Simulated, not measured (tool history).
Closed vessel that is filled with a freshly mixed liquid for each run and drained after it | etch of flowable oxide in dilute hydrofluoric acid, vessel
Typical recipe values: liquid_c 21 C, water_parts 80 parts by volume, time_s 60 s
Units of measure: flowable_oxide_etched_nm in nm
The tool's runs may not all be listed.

run	hour	liquid_c	water_parts	time_s	wafers since the last listed run	hours since the thermometer was replaced	hours since the hydrofluoric acid flow meter was replaced	hours since the gauge calibration	read-back film thickness of the flowable oxide reference wafer, read on the same gauge (nm)	flowable_oxide_etched_nm
1	0	21	80	60	0	496.1	1838.4	65.5	99.95	30.56
2	15.8	21	80	40	1021	511.9	1854.2	81.3	100.06	20.32
3	28.7	21	80	40	833	524.8	1867.1	94.2	100.01	20.46
4	39.4	21	80	60	691	535.5	1877.8	104.9	100.02	30.29
5	50	21	80	60	684	546.1	1888.4	115.5	99.99	30.76
6	66.5	21	80	60	1066	562.6	1904.9	132	99.99	30.66
7	76.8	21	80	80	665	572.9	1915.2	142.3	100.01	40.89
8	92.2	21	80	80	995	588.3	1930.6	157.7	100.01	40.46
9	101.1	21	80	80	575	597.2	1939.5	166.6	99.96	40.78
10	117.3	21	80	75	1046	613.4	1955.7	182.8	99.99	37.9
11	124.2	21	105	35	445	620.3	1962.6	189.7	100	13.01
# hour 132.5: thermometer replaced
12	167.9	21	105	35	2759	35.4	2006.3	233.4	100	13.04
# hour 176.9: hydrofluoric acid flow meter replaced
13	184.8	21	90	60	1027	52.3	7.9	250.3	100.02	24.68
14	200.9	21	80	60	1040	68.4	24	266.4	99.96	28.29
15	211.3	24.5	80	30	672	78.8	34.4	276.8	100.05	16.31
16	227.3	21	80	60	1033	94.8	50.4	292.8	100.05	28.37
17	240.6	21	90	95	859	108.1	63.7	306.1	100.04	39.22
18	250.2	23.5	80	30	620	117.7	73.3	315.7	100	15.59
19	259.8	25.5	95	60	620	127.3	82.9	325.3	100.02	27.89
20	267.4	21	40	90	491	134.9	90.5	332.9	99.97	89.87
21	277.1	21	80	60	626	144.6	100.2	342.6	99.98	28.42
22	291.9	21	80	60	956	159.4	115	357.4	100.01	28.22
# hour 306.3: hydrofluoric acid flow meter replaced, repeated, since the last time left the tool worse
23	309.8	26	80	60	1092	177.3	3.5	375.3	99.96	41.03
# hour 342.6: gauge calibrated
24	356.9	24	95	60	3043	224.4	50.6	14.3	99.95	31.5
25	369.9	21	100	85	840	237.4	63.6	27.3	100.04	37.41
26	385.5	21	80	60	1008	253	79.2	42.9	100.05	33.42
27	394.6	24	80	60	588	262.1	88.3	52	100.01	37.95
28	432.2	18	105	60	2429	299.7	125.9	89.6	99.97	22.08
29	445.9	17	90	60	885	313.4	139.6	103.3	100.03	25.11
30	461.8	18.5	110	85	1027	329.3	155.5	119.2	100.01	30.04
31	510	23	95	75	3114	377.5	203.7	167.4	99.99	37.3
32	522.8	21	95	60	827	390.3	216.5	180.2	100.01	27.55
33	539.6	25	115	60	1085	407.1	233.3	197	99.96	26.07

For each run, the measured value with the value that run would have given without the tool's hidden condition subtracted. The run-to-run variation is shared by both, the gauge scatter possibly not:
The hidden state here: liquid colder than its thermometer reads (K); hydrofluoric acid flow below the setpoint (%); gauge reads high (%).
run	flowable_oxide_etched_nm
1	-3.37
2	-2.26
3	-2.29
4	-3.41
5	-3.48
6	-3.5
7	-4.69
8	-4.68
9	-4.74
10	-4.43
11	-1.57
12	-1.6
13	-4.92
14	-5.61
15	-3.28
16	-5.69
17	-7.97
18	-3.17
19	-5.81
20	-17.39
21	-5.79
22	-5.77
23	-0.35
24	-0.34
25	-0.43
26	-0.41
27	-0.47
28	-0.32
29	-0.37
30	-0.48
31	-0.69
32	-0.52
33	-0.53

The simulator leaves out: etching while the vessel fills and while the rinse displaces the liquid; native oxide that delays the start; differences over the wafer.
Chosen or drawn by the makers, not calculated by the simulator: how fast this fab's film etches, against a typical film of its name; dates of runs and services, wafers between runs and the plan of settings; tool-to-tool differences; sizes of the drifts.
